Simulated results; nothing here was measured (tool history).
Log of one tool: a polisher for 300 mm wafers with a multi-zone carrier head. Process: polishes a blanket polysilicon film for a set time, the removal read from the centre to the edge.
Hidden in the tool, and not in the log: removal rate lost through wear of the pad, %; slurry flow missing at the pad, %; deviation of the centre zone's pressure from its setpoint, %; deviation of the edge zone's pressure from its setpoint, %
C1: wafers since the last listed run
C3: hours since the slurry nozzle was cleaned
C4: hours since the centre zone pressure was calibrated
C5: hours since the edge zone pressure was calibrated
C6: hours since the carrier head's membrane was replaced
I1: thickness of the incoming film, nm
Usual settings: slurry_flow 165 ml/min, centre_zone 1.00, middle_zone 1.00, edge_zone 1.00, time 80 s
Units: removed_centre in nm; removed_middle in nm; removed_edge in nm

Run 1, hour 0.0: usual settings but middle_zone 0.95; C1 0; wafers polished on this pad 1447; C3 59.6; C4 167.3; C5 90.7; C6 100.0; I1 1607.5. Result: removed_centre 532.1 nm, removed_middle 533.4 nm, removed_edge 561.3 nm.
Run 2, hour 188.8: usual settings but middle_zone 0.95; C1 1655; wafers polished on this pad 3103; C3 248.4; C4 356.1; C5 279.5; C6 288.8; I1 1622.3. Result: removed_centre 481.2 nm, removed_middle 508.1 nm, removed_edge 541.1 nm.
Run 3, hour 225.4: usual settings but centre_zone 0.95, middle_zone 0.91; C1 320; wafers polished on this pad 3424; C3 285.0; C4 392.7; C5 316.1; C6 325.4; I1 1592.9. Result: removed_centre 452.5 nm, removed_middle 487.6 nm, removed_edge 538.0 nm.
At hour 228.6: centre zone pressure recalibrated.
Run 4, hour 269.2: usual settings but slurry_flow 135 ml/min, time 65 s; C1 366; wafers polished on this pad 3790; C3 328.8; C4 40.6; C5 359.9; C6 369.2; I1 1612.3. Result: removed_centre 407.8 nm, removed_middle 411.5 nm, removed_edge 423.4 nm.
At hour 278.7: worn pad replaced by a new one.
Run 5, hour 297.5: usual settings but slurry_flow 135 ml/min, centre_zone 0.96; C1 213; wafers polished on this pad 164; C3 357.1; C4 68.9; C5 388.2; C6 397.5; I1 1612.5. Result: removed_centre 474.5 nm, removed_middle 500.8 nm, removed_edge 511.6 nm.
Run 6, hour 353.1: usual settings but slurry_flow 110 ml/min, middle_zone 0.89; C1 487; wafers polished on this pad 652; C3 412.7; C4 124.5; C5 443.8; C6 453.1; I1 1614.1. Result: removed_centre 447.8 nm, removed_middle 429.0 nm, removed_edge 497.5 nm.
Run 7, hour 378.2: usual settings but middle_zone 0.90, time 102 s; C1 220; wafers polished on this pad 872; C3 437.8; C4 149.6; C5 468.9; C6 478.2; I1 1587.7. Result: removed_centre 639.9 nm, removed_middle 606.7 nm, removed_edge 680.6 nm.
At hour 392.9: slurry nozzle cleaned.
Run 8, hour 432.5: usual settings but edge_zone 0.91; C1 467; wafers polished on this pad 1339; C3 39.6; C4 203.9; C5 523.2; C6 532.5; I1 1613.4. Result: removed_centre 548.1 nm, removed_middle 568.4 nm, removed_edge 542.0 nm.
Run 9, hour 501.2: usual settings but slurry_flow 135 ml/min, centre_zone 0.96; C1 602; wafers polished on this pad 1942; C3 108.3; C4 272.6; C5 591.9; C6 601.2; I1 1609.4. Result: removed_centre 493.1 nm, removed_middle 533.0 nm, removed_edge 548.7 nm.
Run 10, hour 533.7: usual settings but middle_zone 1.12, edge_zone 1.03, time 103 s; C1 284; wafers polished on this pad 2227; C3 140.8; C4 305.1; C5 624.4; C6 633.7; I1 1615.4. Result: removed_centre 680.2 nm, removed_middle 776.3 nm, removed_edge 718.0 nm.
Run 11, hour 596.9: usual settings; C1 554; wafers polished on this pad 2781; C3 204.0; C4 368.3; C5 687.6; C6 696.9; I1 1576.8. Result: removed_centre 511.9 nm, removed_middle 543.6 nm, removed_edge 546.7 nm.
At hour 599.0: centre zone pressure recalibrated.
Run 12, hour 661.0: usual settings; C1 544; wafers polished on this pad 3325; C3 268.1; C4 62.0; C5 751.7; C6 761.0; I1 1635.2. Result: removed_centre 523.0 nm, removed_middle 548.9 nm, removed_edge 540.2 nm.
Run 13, hour 688.3: usual settings; C1 239; wafers polished on this pad 3565; C3 295.4; C4 89.3; C5 779.0; C6 788.3; I1 1619.5. Result: removed_centre 522.1 nm, removed_middle 536.9 nm, removed_edge 544.9 nm.
At hour 715.5: worn pad replaced by a new one.
At hour 725.4: edge zone pressure recalibrated.
Run 14, hour 740.8: usual settings but slurry_flow 120 ml/min; C1 407; wafers polished on this pad 203; C3 347.9; C4 141.8; C5 15.4; C6 840.8; I1 1603.0. Result: removed_centre 478.7 nm, removed_middle 500.3 nm, removed_edge 517.4 nm.
Run 15, hour 769.0: usual settings but centre_zone 0.90, time 89 s; C1 247; wafers polished on this pad 451; C3 376.1; C4 170.0; C5 43.6; C6 869.0; I1 1612.8. Result: removed_centre 507.5 nm, removed_middle 586.3 nm, removed_edge 600.4 nm.
Run 16, hour 806.9: usual settings but centre_zone 1.06; C1 332; wafers polished on this pad 783; C3 414.0; C4 207.9; C5 81.5; C6 906.9; I1 1631.3. Result: removed_centre 530.0 nm, removed_middle 534.6 nm, removed_edge 538.3 nm.
Run 17, hour 878.4: usual settings but slurry_flow 145 ml/min, middle_zone 1.10, edge_zone 0.91, time 66 s; C1 626; wafers polished on this pad 1410; C3 485.5; C4 279.4; C5 153.0; C6 978.4; I1 1613.4. Result: removed_centre 393.9 nm, removed_middle 461.1 nm, removed_edge 421.5 nm.
At hour 880.8: slurry nozzle cleaned.
Run 18, hour 909.1: usual settings; C1 260; wafers polished on this pad 1670; C3 28.3; C4 310.1; C5 183.7; C6 1009.1; I1 1622.1. Result: removed_centre 531.0 nm, removed_middle 566.7 nm, removed_edge 568.1 nm.
Run 19, hour 955.4: usual settings but time 62 s; C1 405; wafers polished on this pad 2076; C3 74.6; C4 356.4; C5 230.0; C6 1055.4; I1 1616.4. Result: removed_centre 398.9 nm, removed_middle 433.5 nm, removed_edge 436.8 nm.
At hour 995.9: centre zone pressure recalibrated.
Run 20, hour 1002.7: usual settings but slurry_flow 110 ml/min, middle_zone 1.06, time 61 s; C1 397; wafers polished on this pad 2473; C3 121.9; C4 6.8; C5 277.3; C6 1102.7; I1 1573.8. Result: removed_centre 384.5 nm, removed_middle 420.1 nm, removed_edge 398.5 nm.
Run 21, hour 1068.5: usual settings but time 99 s; C1 576; wafers polished on this pad 3050; C3 187.7; C4 72.6; C5 343.1; C6 1168.5; I1 1593.1. Result: removed_centre 678.7 nm, removed_middle 675.0 nm, removed_edge 683.1 nm.
Run 22, hour 1139.8: usual settings; C1 625; wafers polished on this pad 3676; C3 259.0; C4 143.9; C5 414.4; C6 1239.8; I1 1596.3. Result: removed_centre 528.0 nm, removed_middle 542.8 nm, removed_edge 542.3 nm.
At hour 1180.5: worn pad replaced by a new one.
Run 23, hour 1181.0: usual settings; C1 326; wafers polished on this pad 4; C3 300.2; C4 185.1; C5 455.6; C6 1281.0; I1 1642.4. Result: removed_centre 512.1 nm, removed_middle 530.3 nm, removed_edge 536.2 nm.

Measured less the same run without the tool's hidden state. The same run-to-run variation is in both; the gauge's scatter may not be:
run  removed_centre  removed_middle  removed_edge
  1           -45.9           -19.5         -14.8
  2           -96.4           -46.8         -34.9
  3           -98.6           -47.8         -36.8
  4           -55.8           -50.3         -34.9
  5           -70.0           -62.8         -43.4
  6           -87.2           -65.6         -49.6
  7           -96.0           -68.3         -53.1
  8           -29.4           -11.3          -7.8
  9           -53.4           -27.9         -20.1
 10           -80.1           -42.4         -28.0
 11           -77.6           -37.9         -27.0
 12           -56.8           -44.5         -30.8
 13           -62.1           -45.4         -32.4
 14           -81.4           -57.9         -40.1
 15           -74.8           -54.1         -38.7
 16           -84.3           -50.5         -35.6
 17           -76.8           -50.1         -31.4
 18           -44.6            -6.8          -5.0
 19           -46.4           -12.8          -9.3
 20           -26.1           -25.8         -16.6
 21           -55.2           -41.5         -29.8
 22           -59.2           -40.2         -28.4
 23           -65.5           -42.0         -30.0
